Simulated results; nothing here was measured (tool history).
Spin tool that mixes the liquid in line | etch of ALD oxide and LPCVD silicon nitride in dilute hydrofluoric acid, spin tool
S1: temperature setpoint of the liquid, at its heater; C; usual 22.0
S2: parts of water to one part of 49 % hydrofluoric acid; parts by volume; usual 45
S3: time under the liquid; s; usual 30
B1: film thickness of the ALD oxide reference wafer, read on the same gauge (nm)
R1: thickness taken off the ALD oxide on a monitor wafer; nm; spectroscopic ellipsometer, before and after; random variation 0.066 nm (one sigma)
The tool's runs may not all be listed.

run     day    S1  S2  S3      B1     R1
  1   0.000  22.0  45  30  100.05  11.04
  2   2.788  22.0  45  25   99.96   9.06
  3   5.229  22.0  45  25  100.00   9.15
  4   9.275  22.0  45  25  100.00   9.04
  5  11.333  22.0  45  40  100.01  14.59
  6  13.458  22.0  45  40   99.99  14.57
  7  17.896  22.0  45  30   99.97  10.85
  8  21.829  22.0  45  30  100.02  10.71
  9  23.821  22.0  45  30  100.02  10.65
 10  27.354  22.0  45  30   99.99  10.77
     30.754  -- gauge calibrated
     30.854  -- hydrofluoric acid flow meter replaced
 11  30.929  22.0  30  30  100.01  15.72
 12  32.525  22.0  30  30   99.99  15.64
 13  34.533  26.5  25  20   99.98  15.29
 14  37.142  25.0  50  15  100.00   5.16
     37.250  -- thermometer replaced
 15  41.421  20.5  60  35   99.99   8.24
 16  44.246  22.0  45  40  100.03  13.37
 17  46.300  22.0  45  30  100.01  10.22
     47.812  -- hydrofluoric acid flow meter replaced, repeated, since the last time left the tool worse
 18  51.942  22.0  45  30  100.03  11.13
 19  54.258  22.0  45  50  100.02  18.35
 20  56.067  22.0  45  30  100.03  10.97
 21  59.525  22.0  40  30   99.97  12.43
 22  62.529  25.5  45  20  100.03   8.30
 23  66.700  27.0  65  30  100.00   8.94
 24  68.838  27.0  45  15   99.97   6.63
 25  70.383  22.0  60  20  100.01   5.26
 26  74.875  22.0  45  30  100.01  10.75

What the log doesn't show, run by run:
liquid colder than its thermometer reads (K): 0 in every run
gauge reads high (%): 0 in every run
H1: hydrofluoric acid flow below the setpoint (%)
run     H1
  1  0.592
  2  0.838
  3   1.05
  4   1.41
  5   1.59
  6   1.78
  7   2.17
  8   2.52
  9   2.69
 10   3.01
 11   6.45
 12   6.59
 13   6.77
 14      7
 15   7.38
 16   7.63
 17   7.81
 18  0.549
 19  0.753
 20  0.913
 21   1.22
 22   1.48
 23   1.85
 24   2.04
 25   2.18
 26   2.57
